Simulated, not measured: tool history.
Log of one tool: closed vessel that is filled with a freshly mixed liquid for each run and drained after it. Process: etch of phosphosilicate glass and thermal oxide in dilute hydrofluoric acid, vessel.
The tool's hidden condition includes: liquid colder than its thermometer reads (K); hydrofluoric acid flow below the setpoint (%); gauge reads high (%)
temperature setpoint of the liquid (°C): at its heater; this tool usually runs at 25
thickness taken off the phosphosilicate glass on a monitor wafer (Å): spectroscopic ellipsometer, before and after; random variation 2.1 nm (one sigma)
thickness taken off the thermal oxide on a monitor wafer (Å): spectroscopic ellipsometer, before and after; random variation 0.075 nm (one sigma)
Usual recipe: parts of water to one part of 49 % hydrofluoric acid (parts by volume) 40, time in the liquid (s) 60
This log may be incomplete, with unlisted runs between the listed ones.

| run | hour | temperature setpoint of the liquid (°C) | parts of water to one part of 49 % hydrofluoric acid (parts by volume) | time in the liquid (s) | wafers since the last listed run | hours since the thermometer was replaced | hours since the hydrofluoric acid flow meter was replaced | hours since the gauge calibration | read-back film thickness of the phosphosilicate glass reference wafer, read on the same gauge (nm) | read-back film thickness of the thermal oxide reference wafer, read on the same gauge (nm) | thickness taken off the phosphosilicate glass on a monitor wafer (Å) | thickness taken off the thermal oxide on a monitor wafer (Å) |
|---|---|---|---|---|---|---|---|---|---|---|---|---|
| 1 | 0 | 25 | 40 | 60 | 0 | 608.1 | 179.1 | 2412.4 | 109.99 | 40.01 | 3146.4 | 75.2 |
| 2 | 65.2 | 25 | 40 | 60 | 4866 | 673.3 | 244.3 | 2477.6 | 109.99 | 40.04 | 3105.4 | 76.5 |
| 3 | 165.1 | 25 | 40 | 40 | 7456 | 773.2 | 344.2 | 2577.5 | 110.01 | 39.99 | 2064.8 | 50.1 |
| 4 | 246.5 | 25 | 40 | 60 | 6076 | 854.6 | 425.6 | 2658.9 | 109.96 | 39.98 | 3083.6 | 76.8 |
| 5 | 287.7 | 28.5 | 25 | 70 | 3075 | 895.8 | 466.8 | 2700.1 | 109.97 | 40.01 | 6788.1 | 163.1 |
| 6 | 391.8 | 25 | 40 | 30 | 7770 | 999.9 | 570.9 | 2804.2 | 109.97 | 40.02 | 1535 | 37.5 |
| 7 | 499.4 | 25 | 40 | 60 | 8031 | 1107.5 | 678.5 | 2911.8 | 110.02 | 39.98 | 3082 | 73.8 |
| 8 | 543.5 | 26.5 | 40 | 60 | 3291 | 1151.6 | 722.6 | 2955.9 | 109.99 | 40.01 | 3254.4 | 79.1 |
| 9 | 629.1 | 25 | 50 | 60 | 6389 | 1237.2 | 808.2 | 3041.5 | 110.02 | 40 | 2426.7 | 59.4 |
| 10 | 665.4 | 23 | 35 | 95 | 2709 | 1273.5 | 844.5 | 3077.8 | 109.95 | 40.01 | 5109.2 | 125.6 |
| 11 | 728.4 | 20.5 | 40 | 75 | 4702 | 1336.5 | 907.5 | 3140.8 | 109.97 | 39.98 | 3153.3 | 77.1 |
| 12 | 830.6 | 26.5 | 25 | 75 | 7628 | 1438.7 | 1009.7 | 3243 | 110.03 | 40.02 | 6554.5 | 160.2 |
|  | 858.3 | hydrofluoric acid flow meter replaced |
| 13 | 926.7 | 22.5 | 55 | 95 | 7098 | 1534.8 | 68.4 | 3339.1 | 110 | 40.01 | 3048.5 | 74.8 |
|  | 961.3 | gauge calibrated |
| 14 | 973.3 | 21.5 | 55 | 60 | 3478 | 1581.4 | 115 | 12 | 110.06 | 40 | 1844.1 | 44.5 |
|  | 1001.6 | thermometer replaced |
| 15 | 1020.9 | 23 | 40 | 80 | 3478 | 19.3 | 162.6 | 59.6 | 109.98 | 39.99 | 3945.9 | 96.3 |
| 16 | 1063.5 | 25 | 55 | 45 | 3179 | 61.9 | 205.2 | 102.2 | 110.01 | 40.02 | 1686.3 | 41.4 |
| 17 | 1119.8 | 25 | 60 | 60 | 4202 | 118.2 | 261.5 | 158.5 | 109.95 | 40 | 2071.6 | 50.3 |
| 18 | 1226.9 | 25 | 40 | 60 | 7994 | 225.3 | 368.6 | 265.6 | 110 | 40.02 | 3151.3 | 76.9 |
| 19 | 1283.7 | 20.5 | 25 | 75 | 4239 | 282.1 | 425.4 | 322.4 | 110 | 40 | 5358.8 | 132.2 |
| 20 | 1329.8 | 25 | 40 | 60 | 3441 | 328.2 | 471.5 | 368.5 | 109.97 | 40 | 3166.9 | 77.3 |
| 21 | 1402.8 | 20.5 | 50 | 45 | 5449 | 401.2 | 544.5 | 441.5 | 109.96 | 39.99 | 1548.7 | 38 |
| 22 | 1455.2 | 23.5 | 40 | 40 | 3911 | 453.6 | 596.9 | 493.9 | 109.99 | 40 | 1961.3 | 47.9 |
| 23 | 1506.3 | 26.5 | 20 | 80 | 3814 | 504.7 | 648 | 545 | 109.96 | 40 | 9043 | 223 |
| 24 | 1577.6 | 25 | 35 | 60 | 5322 | 576 | 719.3 | 616.3 | 110 | 40 | 3622 | 87.1 |
| 25 | 1634.6 | 28.5 | 30 | 45 | 4254 | 633 | 776.3 | 673.3 | 109.97 | 40.01 | 3647 | 89.4 |

Had the tool no unlogged condition, and each run kept its random variation, what would the results have been?
| run | thickness taken off the phosphosilicate glass on a monitor wafer (Å) | thickness taken off the thermal oxide on a monitor wafer (Å) |
|---|---|---|
| 1 | 3241.3 | 77.4 |
| 2 | 3208.4 | 79 |
| 3 | 2143.9 | 52 |
| 4 | 3213.7 | 80 |
| 5 | 7085.5 | 170.2 |
| 6 | 1610.4 | 39.3 |
| 7 | 3249.7 | 77.8 |
| 8 | 3436.4 | 83.5 |
| 9 | 2573.5 | 63 |
| 10 | 5436.2 | 133.6 |
| 11 | 3368.5 | 82.3 |
| 12 | 7022.2 | 171.6 |
| 13 | 3281.2 | 80.5 |
| 14 | 1991 | 48 |
| 15 | 3979 | 97.1 |
| 16 | 1703.6 | 41.8 |
| 17 | 2098.6 | 50.9 |
| 18 | 3209 | 78.3 |
| 19 | 5475.8 | 135.1 |
| 20 | 3239.6 | 79 |
| 21 | 1590.7 | 39 |
| 22 | 2018.7 | 49.3 |
| 23 | 9329.5 | 230.1 |
| 24 | 3748.8 | 90.2 |
| 25 | 3781.2 | 92.7 |
